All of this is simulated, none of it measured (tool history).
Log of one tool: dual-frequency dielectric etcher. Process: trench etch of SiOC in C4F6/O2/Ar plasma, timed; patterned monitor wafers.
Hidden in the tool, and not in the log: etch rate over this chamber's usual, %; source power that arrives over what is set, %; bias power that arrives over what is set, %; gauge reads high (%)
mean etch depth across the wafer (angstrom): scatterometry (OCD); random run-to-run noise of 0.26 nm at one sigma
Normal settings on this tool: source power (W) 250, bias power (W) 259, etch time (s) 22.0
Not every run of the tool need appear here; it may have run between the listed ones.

| run | hour | source power (W) | bias power (W) | etch time (s) | wafers since the last listed run | hours since the last wet clean | hours since the last source power generator calibration | hours since the last bias power generator calibration | hours since the last upper electrode change | hours since the gauge calibration | read-back reference wafer on the same gauge, depth_nm | mean etch depth across the wafer (angstrom) |
|---|---|---|---|---|---|---|---|---|---|---|---|---|
| 1 | 0.0 | 280 | 219 | 22.0 | 0 | 87.8 | 2074.2 | 1763.2 | 4202.0 | 803.9 | 48.79 | 439.6 |
| 2 | 109.5 | 280 | 219 | 22.0 | 1258 | 197.3 | 2183.7 | 1872.7 | 4311.5 | 913.4 | 48.85 | 440.1 |
| 3 | 157.9 | 280 | 219 | 22.0 | 556 | 245.7 | 2232.1 | 1921.1 | 4359.9 | 961.8 | 48.87 | 436.0 |
| 4 | 203.0 | 250 | 259 | 25.0 | 518 | 290.8 | 2277.2 | 1966.2 | 4405.0 | 1006.9 | 48.91 | 505.2 |
| 5 | 236.3 | 250 | 259 | 25.0 | 382 | 324.1 | 2310.5 | 1999.5 | 4438.3 | 1040.2 | 49.01 | 502.1 |
| 6 | 284.0 | 250 | 259 | 25.0 | 548 | 371.8 | 2358.2 | 2047.2 | 4486.0 | 1087.9 | 48.94 | 503.7 |
| 7 | 342.3 | 290 | 259 | 22.0 | 670 | 430.1 | 2416.5 | 2105.5 | 4544.3 | 1146.2 | 49.01 | 463.9 |
|  | 436.1 | wet clean of the chamber |
| 8 | 459.7 | 250 | 259 | 22.0 | 1073 | 23.6 | 2533.9 | 2222.9 | 4661.7 | 1263.6 | 49.07 | 444.0 |
|  | 474.0 | bias power generator calibrated |
|  | 520.9 | source power generator calibrated |
| 9 | 541.7 | 250 | 259 | 22.0 | 850 | 105.6 | 20.8 | 67.7 | 4743.7 | 1345.6 | 49.13 | 450.9 |
| 10 | 609.0 | 250 | 259 | 22.0 | 773 | 172.9 | 88.1 | 135.0 | 4811.0 | 1412.9 | 49.24 | 446.1 |
| 11 | 642.7 | 250 | 259 | 22.0 | 387 | 206.6 | 121.8 | 168.7 | 4844.7 | 1446.6 | 49.29 | 446.0 |
|  | 659.9 | gauge calibrated |
|  | 689.7 | upper electrode replaced |
| 12 | 697.8 | 250 | 259 | 22.0 | 357 | 261.7 | 176.9 | 223.8 | 8.1 | 37.9 | 48.18 | 435.6 |
| 13 | 728.3 | 250 | 235 | 22.0 | 350 | 292.2 | 207.4 | 254.3 | 38.6 | 68.4 | 48.09 | 426.1 |
| 14 | 797.8 | 250 | 259 | 22.0 | 798 | 361.7 | 276.9 | 323.8 | 108.1 | 137.9 | 48.18 | 440.1 |
| 15 | 852.2 | 250 | 259 | 22.0 | 625 | 416.1 | 331.3 | 378.2 | 162.5 | 192.3 | 48.16 | 437.0 |
| 16 | 921.5 | 250 | 259 | 24.0 | 796 | 485.4 | 400.6 | 447.5 | 231.8 | 261.6 | 48.24 | 482.9 |
|  | 963.8 | wet clean of the chamber |
| 17 | 972.2 | 230 | 210 | 26.5 | 306 | 8.4 | 451.3 | 498.2 | 282.5 | 312.3 | 48.40 | 494.1 |
| 18 | 1023.3 | 250 | 259 | 15.5 | 587 | 59.5 | 502.4 | 549.3 | 333.6 | 363.4 | 48.43 | 310.6 |
| 19 | 1056.9 | 280 | 204 | 19.5 | 386 | 93.1 | 536.0 | 582.9 | 367.2 | 397.0 | 48.56 | 379.8 |
| 20 | 1101.1 | 250 | 259 | 18.0 | 507 | 137.3 | 580.2 | 627.1 | 411.4 | 441.2 | 48.40 | 360.5 |
| 21 | 1127.8 | 230 | 237 | 28.5 | 306 | 164.0 | 606.9 | 653.8 | 438.1 | 467.9 | 48.50 | 549.7 |
| 22 | 1195.5 | 250 | 259 | 25.0 | 778 | 231.7 | 674.6 | 721.5 | 505.8 | 535.6 | 48.55 | 502.7 |
| 23 | 1228.1 | 230 | 259 | 22.0 | 374 | 264.3 | 707.2 | 754.1 | 538.4 | 568.2 | 48.55 | 428.1 |
| 24 | 1298.1 | 250 | 259 | 22.0 | 804 | 334.3 | 777.2 | 824.1 | 608.4 | 638.2 | 48.64 | 443.8 |

Branching from run 24: 3 alternative next runs. What would each branch give?
| A | 1298.5 | 250 | 276 | 22.0 | 4 | 334.7 | 777.6 | 824.5 | 608.8 | 638.6 | ? | ? |
| B | 1298.5 | 200 | 223 | 20.0 | 4 | 334.7 | 777.6 | 824.5 | 608.8 | 638.6 | ? | ? |
| C | 1298.5 | 250 | 276 | 17.0 | 4 | 334.7 | 777.6 | 824.5 | 608.8 | 638.6 | ? | ? |

| run | read-back reference wafer on the same gauge, depth_nm | mean etch depth across the wafer (angstrom) |
|---|---|---|
| A | 48.66 | 449.8 |
| B | 48.66 | 366.0 |
| C | 48.66 | 347.5 |
Stripped of hidden state, with their random variation kept, the same runs would have yielded:
| run | mean etch depth across the wafer (angstrom) |
|---|---|
| A | 445.7 |
| B | 362.7 |
| C | 344.4 |
